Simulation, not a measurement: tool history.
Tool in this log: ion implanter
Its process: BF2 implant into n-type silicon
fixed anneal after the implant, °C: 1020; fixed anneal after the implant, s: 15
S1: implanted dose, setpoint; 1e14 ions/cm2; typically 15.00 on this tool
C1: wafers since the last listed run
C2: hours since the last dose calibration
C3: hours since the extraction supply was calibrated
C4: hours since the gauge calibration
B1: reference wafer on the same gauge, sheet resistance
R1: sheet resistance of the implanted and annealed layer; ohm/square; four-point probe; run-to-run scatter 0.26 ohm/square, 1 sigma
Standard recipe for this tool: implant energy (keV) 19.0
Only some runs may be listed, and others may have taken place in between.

{"run": 1, "hour": 0.0, "S1": 15.0, "implant energy (keV)": 19.0, "C1": 0, "C2": 1383.3, "C3": 4678.6, "C4": 836.4, "B1": 197.04, "R1": 164.07}
{"run": 2, "hour": 101.3, "S1": 15.0, "implant energy (keV)": 19.0, "C1": 2482, "C2": 1484.6, "C3": 4779.9, "C4": 937.7, "B1": 197.0, "R1": 163.86}
{"hour": 171.3, "done": "Faraday cup replaced and dose calibrated"}
{"run": 3, "hour": 171.8, "S1": 15.0, "implant energy (keV)": 14.0, "C1": 1531, "C2": 0.5, "C3": 4850.4, "C4": 1008.2, "B1": 196.95, "R1": 185.63}
{"run": 4, "hour": 212.8, "S1": 15.0, "implant energy (keV)": 14.0, "C1": 1004, "C2": 41.5, "C3": 4891.4, "C4": 1049.2, "B1": 196.96, "R1": 186.41}
{"run": 5, "hour": 259.5, "S1": 15.0, "implant energy (keV)": 19.0, "C1": 1144, "C2": 88.2, "C3": 4938.1, "C4": 1095.9, "B1": 197.1, "R1": 165.16}
{"run": 6, "hour": 357.3, "S1": 15.0, "implant energy (keV)": 19.0, "C1": 2396, "C2": 186.0, "C3": 5035.9, "C4": 1193.7, "B1": 196.99, "R1": 165.17}
{"run": 7, "hour": 409.6, "S1": 15.0, "implant energy (keV)": 19.0, "C1": 1281, "C2": 238.3, "C3": 5088.2, "C4": 1246.0, "B1": 196.98, "R1": 164.77}
{"run": 8, "hour": 456.7, "S1": 15.0, "implant energy (keV)": 19.0, "C1": 1154, "C2": 285.4, "C3": 5135.3, "C4": 1293.1, "B1": 197.04, "R1": 164.95}
{"run": 9, "hour": 523.1, "S1": 15.0, "implant energy (keV)": 19.0, "C1": 1627, "C2": 351.8, "C3": 5201.7, "C4": 1359.5, "B1": 196.92, "R1": 165.32}
{"run": 10, "hour": 580.6, "S1": 15.0, "implant energy (keV)": 16.0, "C1": 1409, "C2": 409.3, "C3": 5259.2, "C4": 1417.0, "B1": 197.03, "R1": 176.83}
{"run": 11, "hour": 652.2, "S1": 15.0, "implant energy (keV)": 16.0, "C1": 1754, "C2": 480.9, "C3": 5330.8, "C4": 1488.6, "B1": 197.07, "R1": 176.87}
{"run": 12, "hour": 693.3, "S1": 15.0, "implant energy (keV)": 16.0, "C1": 1007, "C2": 522.0, "C3": 5371.9, "C4": 1529.7, "B1": 196.88, "R1": 176.98}
{"run": 13, "hour": 749.8, "S1": 15.0, "implant energy (keV)": 17.0, "C1": 1384, "C2": 578.5, "C3": 5428.4, "C4": 1586.2, "B1": 197.01, "R1": 172.17}
{"run": 14, "hour": 1037.0, "S1": 15.0, "implant energy (keV)": 17.0, "C1": 7037, "C2": 865.7, "C3": 5715.6, "C4": 1873.4, "B1": 197.02, "R1": 172.33}
{"run": 15, "hour": 1073.2, "S1": 17.74, "implant energy (keV)": 19.0, "C1": 887, "C2": 901.9, "C3": 5751.8, "C4": 1909.6, "B1": 197.02, "R1": 160.85}
{"run": 16, "hour": 1156.8, "S1": 17.74, "implant energy (keV)": 19.0, "C1": 2048, "C2": 985.5, "C3": 5835.4, "C4": 1993.2, "B1": 196.96, "R1": 160.75}
{"run": 17, "hour": 1332.0, "S1": 11.43, "implant energy (keV)": 19.0, "C1": 4293, "C2": 1160.7, "C3": 6010.6, "C4": 2168.4, "B1": 196.98, "R1": 174.51}
{"run": 18, "hour": 1425.6, "S1": 15.0, "implant energy (keV)": 19.0, "C1": 2293, "C2": 1254.3, "C3": 6104.2, "C4": 2262.0, "B1": 196.97, "R1": 163.83}
{"hour": 1444.5, "done": "extraction supply calibrated"}
{"run": 19, "hour": 1502.6, "S1": 16.85, "implant energy (keV)": 16.0, "C1": 1690, "C2": 1331.3, "C3": 58.1, "C4": 2339.0, "B1": 196.94, "R1": 173.1}
{"run": 20, "hour": 1587.3, "S1": 15.0, "implant energy (keV)": 19.0, "C1": 2075, "C2": 1416.0, "C3": 142.8, "C4": 2423.7, "B1": 197.05, "R1": 163.85}
{"run": 21, "hour": 1632.8, "S1": 15.0, "implant energy (keV)": 19.0, "C1": 1114, "C2": 1461.5, "C3": 188.3, "C4": 2469.2, "B1": 196.99, "R1": 164.54}
{"hour": 1696.8, "done": "gauge calibrated"}
{"run": 22, "hour": 1725.6, "S1": 18.05, "implant energy (keV)": 21.5, "C1": 2274, "C2": 1554.3, "C3": 281.1, "C4": 28.8, "B1": 196.91, "R1": 151.77}
{"run": 23, "hour": 1795.0, "S1": 19.04, "implant energy (keV)": 19.0, "C1": 1700, "C2": 1623.7, "C3": 350.5, "C4": 98.2, "B1": 196.96, "R1": 159.44}
{"run": 24, "hour": 1862.7, "S1": 16.82, "implant energy (keV)": 22.5, "C1": 1658, "C2": 1691.4, "C3": 418.2, "C4": 165.9, "B1": 197.01, "R1": 149.46}
{"hour": 1875.3, "done": "Faraday cup replaced and dose calibrated"}
{"run": 25, "hour": 1962.0, "S1": 12.48, "implant energy (keV)": 25.0, "C1": 2237, "C2": 86.7, "C3": 517.5, "C4": 265.2, "B1": 196.92, "R1": 150.01}
{"run": 26, "hour": 2034.0, "S1": 13.1, "implant energy (keV)": 22.5, "C1": 1764, "C2": 158.7, "C3": 589.5, "C4": 337.2, "B1": 197.03, "R1": 155.3}
{"run": 27, "hour": 2125.3, "S1": 15.0, "implant energy (keV)": 19.0, "C1": 2237, "C2": 250.0, "C3": 680.8, "C4": 428.5, "B1": 197.04, "R1": 163.66}
{"run": 28, "hour": 2175.1, "S1": 13.14, "implant energy (keV)": 19.0, "C1": 1220, "C2": 299.8, "C3": 730.6, "C4": 478.3, "B1": 197.03, "R1": 166.72}
{"run": 29, "hour": 2215.7, "S1": 18.04, "implant energy (keV)": 23.0, "C1": 994, "C2": 340.4, "C3": 771.2, "C4": 518.9, "B1": 197.06, "R1": 146.97}
{"run": 30, "hour": 2301.7, "S1": 17.5, "implant energy (keV)": 15.5, "C1": 2107, "C2": 426.4, "C3": 857.2, "C4": 604.9, "B1": 197.04, "R1": 174.13}
{"run": 31, "hour": 2353.4, "S1": 15.0, "implant energy (keV)": 19.0, "C1": 1266, "C2": 478.1, "C3": 908.9, "C4": 656.6, "B1": 196.97, "R1": 163.04}
{"run": 32, "hour": 2455.3, "S1": 16.66, "implant energy (keV)": 20.5, "C1": 2497, "C2": 580.0, "C3": 1010.8, "C4": 758.5, "B1": 197.03, "R1": 155.78}
{"run": 33, "hour": 2499.8, "S1": 19.37, "implant energy (keV)": 16.5, "C1": 1090, "C2": 624.5, "C3": 1055.3, "C4": 803.0, "B1": 196.94, "R1": 167.8}
{"run": 34, "hour": 2548.1, "S1": 15.0, "implant energy (keV)": 19.0, "C1": 1183, "C2": 672.8, "C3": 1103.6, "C4": 851.3, "B1": 197.01, "R1": 163.23}
{"hour": 2595.3, "done": "Faraday cup replaced and dose calibrated, repeated, since the last time left the tool worse"}
{"run": 35, "hour": 2636.8, "S1": 13.1, "implant energy (keV)": 22.5, "C1": 1977, "C2": 41.5, "C3": 1192.3, "C4": 940.0, "B1": 196.92, "R1": 157.53}
{"run": 36, "hour": 2715.2, "S1": 15.0, "implant energy (keV)": 19.0, "C1": 1921, "C2": 119.9, "C3": 1270.7, "C4": 1018.4, "B1": 197.05, "R1": 165.11}
{"run": 37, "hour": 2821.4, "S1": 15.0, "implant energy (keV)": 15.0, "C1": 2602, "C2": 226.1, "C3": 1376.9, "C4": 1124.6, "B1": 196.98, "R1": 180.43}
{"run": 38, "hour": 2917.2, "S1": 15.0, "implant energy (keV)": 24.5, "C1": 2347, "C2": 321.9, "C3": 1472.7, "C4": 1220.4, "B1": 196.92, "R1": 147.14}

Each row is a separate what-if for the run after 38, all from the same tool condition, not one after another. Results?
{"run": "A", "hour": 2917.6, "S1": 15.0, "implant energy (keV)": 19.0, "C1": 9, "C2": 322.3, "C3": 1473.1, "C4": 1220.8, "B1": "?", "R1": "?"}
{"run": "B", "hour": 2917.6, "S1": 19.38, "implant energy (keV)": 13.5, "C1": 9, "C2": 322.3, "C3": 1473.1, "C4": 1220.8, "B1": "?", "R1": "?"}
{"run": "C", "hour": 2917.6, "S1": 19.27, "implant energy (keV)": 19.0, "C1": 9, "C2": 322.3, "C3": 1473.1, "C4": 1220.8, "B1": "?", "R1": "?"}

run=A B1=197.01 R1=164.87
run=B B1=197.01 R1=182.29
run=C B1=197.01 R1=159.64
Take away the tool's hidden state, keep each run's random variation, and the runs would have read:
run=A R1=164.77
run=B R1=182.23
run=C R1=159.59

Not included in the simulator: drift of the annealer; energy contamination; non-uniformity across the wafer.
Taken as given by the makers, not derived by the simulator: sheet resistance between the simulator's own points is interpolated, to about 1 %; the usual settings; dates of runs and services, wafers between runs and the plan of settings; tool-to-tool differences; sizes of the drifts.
